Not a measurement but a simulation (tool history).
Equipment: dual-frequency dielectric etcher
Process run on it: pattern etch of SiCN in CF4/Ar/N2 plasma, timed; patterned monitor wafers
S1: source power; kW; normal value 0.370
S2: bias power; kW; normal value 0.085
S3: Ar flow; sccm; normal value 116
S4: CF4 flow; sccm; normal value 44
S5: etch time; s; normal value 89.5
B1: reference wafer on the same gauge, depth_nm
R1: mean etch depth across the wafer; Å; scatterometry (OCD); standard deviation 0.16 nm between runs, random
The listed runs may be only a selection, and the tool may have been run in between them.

Run 1, hour 0.0: usual settings; B1 50.2. Result: R1 617 Å.
At hour 40.8: gauge calibrated.
Run 2, hour 51.1: usual settings but S1 0.320 kW, S3 124 sccm; B1 50.2. Result: R1 545 Å.
Run 3, hour 119.9: usual settings but S1 0.320 kW, S3 124 sccm; B1 50.2. Result: R1 543 Å.
Run 4, hour 157.9: usual settings but S1 0.310 kW; B1 50.2. Result: R1 536 Å.
At hour 198.6: bias power generator calibrated.
At hour 238.4: upper electrode replaced.
Run 5, hour 238.9: usual settings but S1 0.310 kW; B1 50.2. Result: R1 537 Å.
Run 6, hour 246.4: usual settings; B1 50.2. Result: R1 621 Å.
At hour 295.7: wet clean of the chamber.
Run 7, hour 296.2: usual settings; B1 50.2. Result: R1 615 Å.
Run 8, hour 298.4: usual settings; B1 50.2. Result: R1 617 Å.
Run 9, hour 344.2: usual settings; B1 50.2. Result: R1 617 Å.
Run 10, hour 390.1: usual settings; B1 50.2. Result: R1 620 Å.
At hour 451.7: Ar flow controller replaced.
Run 11, hour 452.2: usual settings; B1 50.2. Result: R1 617 Å.
Run 12, hour 482.1: usual settings but S2 0.101 kW, S4 37 sccm; B1 50.2. Result: R1 647 Å.
Run 13, hour 525.7: usual settings but S2 0.078 kW, S4 37 sccm; B1 50.2. Result: R1 572 Å.
At hour 548.5: CF4 flow controller replaced.
Run 14, hour 591.9: usual settings but S1 0.330 kW, S2 0.091 kW, S4 50 sccm, S5 73.0 s; B1 50.2. Result: R1 485 Å.
At hour 611.7: gauge calibrated.
At hour 646.8: source power generator calibrated.
At hour 651.7: wet clean of the chamber.
Run 15, hour 652.2: usual settings but S1 0.330 kW, S2 0.079 kW, S4 53 sccm, S5 66.0 s; B1 50.2. Result: R1 418 Å.
Run 16, hour 681.2: usual settings but S3 96 sccm; B1 50.2. Result: R1 635 Å.
Run 17, hour 731.6: usual settings; B1 50.2. Result: R1 619 Å.
Run 18, hour 773.2: usual settings but S1 0.430 kW; B1 50.2. Result: R1 691 Å.
Run 19, hour 841.2: usual settings; B1 50.2. Result: R1 618 Å.
Run 20, hour 911.6: usual settings but S4 40 sccm; B1 50.2. Result: R1 604 Å.

Here are 5 independent what-if runs from the current tool condition. What would each one return?
Run A, hour 912.0: usual settings but S4 50 sccm; B1 ?. Result: R1 ?.
Run B, hour 912.0: usual settings but S3 93 sccm; B1 ?. Result: R1 ?.
Run C, hour 912.0: usual settings but S4 49 sccm, S5 112.0 s; B1 ?. Result: R1 ?.
Run D, hour 912.0: usual settings but S2 0.068 kW, S5 76.0 s; B1 ?. Result: R1 ?.
Run E, hour 912.0: usual settings but S1 0.290 kW, S2 0.090 kW, S3 138 sccm; B1 ?. Result: R1 ?.

run    B1   R1
  A  50.2  633
  B  50.2  639
  C  50.2  790
  D  50.2  473
  E  50.2  511
Had the tool no hidden state, the same runs would have come out as:
run   R1
  A  633
  B  639
  C  790
  D  473
  E  511
